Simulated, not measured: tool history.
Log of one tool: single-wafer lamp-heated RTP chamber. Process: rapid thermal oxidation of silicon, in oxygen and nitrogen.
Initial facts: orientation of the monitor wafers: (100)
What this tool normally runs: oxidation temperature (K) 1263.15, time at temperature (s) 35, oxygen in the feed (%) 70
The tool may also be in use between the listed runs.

run,hour,oxidation temperature (K),time at temperature (s),oxygen in the feed (%),wafers since the last listed run,wafers since the last pyrometer calibration,hours since the oxygen flow controller was replaced,hours since the gauge calibration,"read-back reference wafer on the same gauge, thickness",oxide thickness on the monitor wafer (nm)
1,0.0,1287.15,35,70,0,1687,3479.4,1226.3,3.050,4.153
2,102.0,1287.15,35,70,906,2594,3581.4,1328.3,3.048,4.166
3,185.9,1263.15,35,70,745,3340,3665.3,1412.2,3.047,3.567
4,230.2,1263.15,35,70,393,3734,3709.6,1456.5,3.049,3.572
5,518.1,1263.15,35,70,2559,6293,3997.5,1744.4,3.055,3.684
6,596.4,1263.15,35,70,696,6989,4075.8,1822.7,3.053,3.757
# hour 632.7: pyrometer window cleaned and pyrometer calibrated
7,844.3,1263.15,35,70,2132,1881,4323.7,2070.6,3.052,3.531
8,917.0,1263.15,35,70,646,2527,4396.4,2143.3,3.052,3.568
# hour 928.6: gauge calibrated
9,973.5,1263.15,35,70,502,3029,4452.9,44.9,3.057,3.605
# hour 1016.6: oxygen flow controller replaced
10,1210.3,1263.15,35,70,2034,5063,193.7,281.7,3.045,3.637
# hour 1356.5: pyrometer window cleaned and pyrometer calibrated
11,1507.7,1263.15,35,70,2573,1344,491.1,579.1,3.051,3.511
12,1548.9,1263.15,35,70,366,1711,532.3,620.3,3.049,3.511
13,1643.4,1249.15,42,70,840,2551,626.8,714.8,3.051,3.452
14,1729.3,1263.15,35,70,763,3314,712.7,800.7,3.048,3.549
15,1786.6,1278.15,35,70,509,3824,770.0,858.0,3.049,3.898
16,1887.1,1278.15,35,70,893,4717,870.5,958.5,3.052,3.982
17,1993.5,1263.15,35,70,945,5663,976.9,1064.9,3.049,3.664
# hour 2055.1: pyrometer window cleaned and pyrometer calibrated
18,2073.4,1274.15,35,70,639,162,1056.8,1144.8,3.055,3.804
19,2207.6,1263.15,35,70,1193,1356,1191.0,1279.0,3.047,3.530
20,2268.9,1263.15,49,44,545,1901,1252.3,1340.3,3.054,3.482

Run 21 has not been measured yet. What should we expect?
21,2305.0,1281.15,31,86,320,2222,1288.4,1376.4,?,?

For run 21 the tool returned read-back reference wafer on the same gauge, thickness 3.048, oxide thickness on the monitor wafer (nm) 4.064.
Without the tool's hidden state the same run would have given oxide thickness on the monitor wafer (nm) 4.018.
